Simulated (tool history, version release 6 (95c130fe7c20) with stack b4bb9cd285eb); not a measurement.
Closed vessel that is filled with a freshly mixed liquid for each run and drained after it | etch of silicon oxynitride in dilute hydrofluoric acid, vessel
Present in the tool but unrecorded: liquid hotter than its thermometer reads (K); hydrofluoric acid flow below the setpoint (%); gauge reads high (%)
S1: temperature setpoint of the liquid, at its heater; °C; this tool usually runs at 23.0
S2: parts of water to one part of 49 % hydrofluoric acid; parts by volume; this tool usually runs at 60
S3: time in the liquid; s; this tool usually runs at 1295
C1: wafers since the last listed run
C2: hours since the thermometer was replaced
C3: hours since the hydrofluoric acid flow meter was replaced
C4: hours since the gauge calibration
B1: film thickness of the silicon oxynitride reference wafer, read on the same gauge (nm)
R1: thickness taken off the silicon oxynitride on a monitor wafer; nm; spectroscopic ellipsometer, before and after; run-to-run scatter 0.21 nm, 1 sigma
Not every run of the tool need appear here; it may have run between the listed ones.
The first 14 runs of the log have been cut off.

Run 15, hour 625.5: usual settings but S2 70 parts by volume, S3 1695 s; C1 2571; C2 916.9; C3 66.8; C4 789.4; B1 110.00. Result: R1 43.85 nm.
Run 16, hour 677.8: usual settings but S1 18.5 °C; C1 2201; C2 969.2; C3 119.1; C4 841.7; B1 110.00. Result: R1 31.89 nm.
Run 17, hour 746.0: usual settings; C1 2870; C2 1037.4; C3 187.3; C4 909.9; B1 110.01. Result: R1 39.64 nm.
Run 18, hour 801.9: usual settings; C1 2352; C2 1093.3; C3 243.2; C4 965.8; B1 110.00. Result: R1 39.63 nm.
At hour 844.2: gauge calibrated.
At hour 848.5: thermometer replaced.
Run 19, hour 872.7: usual settings but S1 27.5 °C, S2 35 parts by volume, S3 615 s; C1 2938; C2 24.2; C3 314.0; C4 28.5; B1 110.00. Result: R1 40.72 nm.
Run 20, hour 908.7: usual settings but S2 50 parts by volume; C1 1515; C2 60.2; C3 350.0; C4 64.5; B1 109.99. Result: R1 47.64 nm.
Run 21, hour 959.8: usual settings but S1 25.0 °C, S2 50 parts by volume, S3 1845 s; C1 2150; C2 111.3; C3 401.1; C4 115.6; B1 109.98. Result: R1 75.68 nm.
Run 22, hour 1018.7: usual settings but S2 80 parts by volume; C1 2479; C2 170.2; C3 460.0; C4 174.5; B1 110.01. Result: R1 29.07 nm.
Run 23, hour 1045.5: usual settings but S1 21.5 °C, S3 690 s; C1 1128; C2 197.0; C3 486.8; C4 201.3; B1 109.99. Result: R1 19.62 nm.
Run 24, hour 1089.2: usual settings but S1 27.0 °C, S3 1075 s; C1 1839; C2 240.7; C3 530.5; C4 245.0; B1 110.01. Result: R1 39.76 nm.
Run 25, hour 1131.9: usual settings but S1 20.5 °C, S2 30 parts by volume, S3 590 s; C1 1797; C2 283.4; C3 573.2; C4 287.7; B1 110.01. Result: R1 32.48 nm.
Run 26, hour 1184.4: usual settings but S1 26.0 °C, S2 70 parts by volume, S3 630 s; C1 2209; C2 335.9; C3 625.7; C4 340.2; B1 110.01. Result: R1 18.88 nm.
Run 27, hour 1237.4: usual settings; C1 2230; C2 388.9; C3 678.7; C4 393.2; B1 110.00. Result: R1 39.67 nm.
Run 28, hour 1292.2: usual settings but S2 50 parts by volume; C1 2306; C2 443.7; C3 733.5; C4 448.0; B1 109.99. Result: R1 47.59 nm.

Run 29 has not been measured yet. What should we expect?
Run 29, hour 1363.0: usual settings; C1 2980; C2 514.5; C3 804.3; C4 518.8; B1 ?. Result: R1 ?.

{"run 29": {"B1": 109.99, "R1": 39.56}}
Take away the tool's hidden state, keep the run-to-run variation as it was, and the same run would have given R1 39.56 nm.

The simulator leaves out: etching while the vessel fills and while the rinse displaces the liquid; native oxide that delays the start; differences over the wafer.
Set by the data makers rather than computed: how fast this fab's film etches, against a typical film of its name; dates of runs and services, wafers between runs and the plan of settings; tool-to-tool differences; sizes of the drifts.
